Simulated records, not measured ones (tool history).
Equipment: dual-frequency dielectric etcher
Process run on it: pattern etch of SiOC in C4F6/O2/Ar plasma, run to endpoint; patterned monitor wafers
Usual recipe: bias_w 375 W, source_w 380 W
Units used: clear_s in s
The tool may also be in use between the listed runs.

run	hour	bias_w	source_w	incoming incoming film thickness, nm	clear_s
1	0.0	375	380	41.80	18.8
2	53.6	349	380	41.71	19.3
3	94.1	349	380	41.68	19.3
4	192.6	351	380	41.77	19.1
5	279.7	351	380	41.25	18.9
6	323.4	351	380	41.52	19.2
7	522.6	375	320	41.31	19.5
8	568.5	375	380	41.65	18.7
9	661.0	375	380	41.73	18.5
10	718.9	375	380	41.59	18.6
11	873.3	375	380	42.27	19.0
12	1149.7	375	380	41.57	18.5
13	1200.9	375	380	41.22	18.5
14	1300.0	444	380	41.78	17.6
15	1357.7	335	350	41.86	20.0
16	1603.8	294	440	41.46	19.2
17	1701.8	375	380	41.28	18.4
18	1788.5	375	380	41.53	18.5
19	1861.2	286	460	41.39	19.3
20	1950.8	375	310	41.79	20.1
21	2036.1	375	380	41.67	18.7
22	2120.6	467	280	41.25	18.8
23	2211.0	434	380	41.13	17.5
24	2269.8	375	380	41.72	18.7
25	2342.0	375	380	41.95	18.6
26	2402.1	418	290	41.52	19.5
27	2442.5	306	470	41.21	18.6
28	2659.6	322	450	41.91	18.7
29	2775.2	318	480	41.75	18.3

Withheld: 8 entries from between the runs. Position of each, and hidden state at the listed run before versus the listed run after:
Run 4 -> run 5: wet clean of the chamber (hour 277.6)
  bias power that arrives over what is set, %: 2.1 -> 2.32
Run 10 -> run 11: wet clean of the chamber (hour 844.0)
  bias power that arrives over what is set, %: 3.13 -> 3.33
Run 11 -> run 12: upper electrode replaced (hour 1063.9); source power generator calibrated (hour 1084.4)
  bias power that arrives over what is set, %: 3.33 -> 3.62
Run 15 -> run 16: wet clean of the chamber (hour 1534.3)
  bias power that arrives over what is set, %: 3.78 -> 3.93
Run 18 -> run 19: bias power generator calibrated (hour 1852.3)
  bias power that arrives over what is set, %: 4.01 -> 0.401
Run 22 -> run 23: wet clean of the chamber (hour 2177.5)
  bias power that arrives over what is set, %: 1.74 -> 2.12
Run 28 -> run 29: wet clean of the chamber (hour 2774.7)
  bias power that arrives over what is set, %: 3.52 -> 3.78

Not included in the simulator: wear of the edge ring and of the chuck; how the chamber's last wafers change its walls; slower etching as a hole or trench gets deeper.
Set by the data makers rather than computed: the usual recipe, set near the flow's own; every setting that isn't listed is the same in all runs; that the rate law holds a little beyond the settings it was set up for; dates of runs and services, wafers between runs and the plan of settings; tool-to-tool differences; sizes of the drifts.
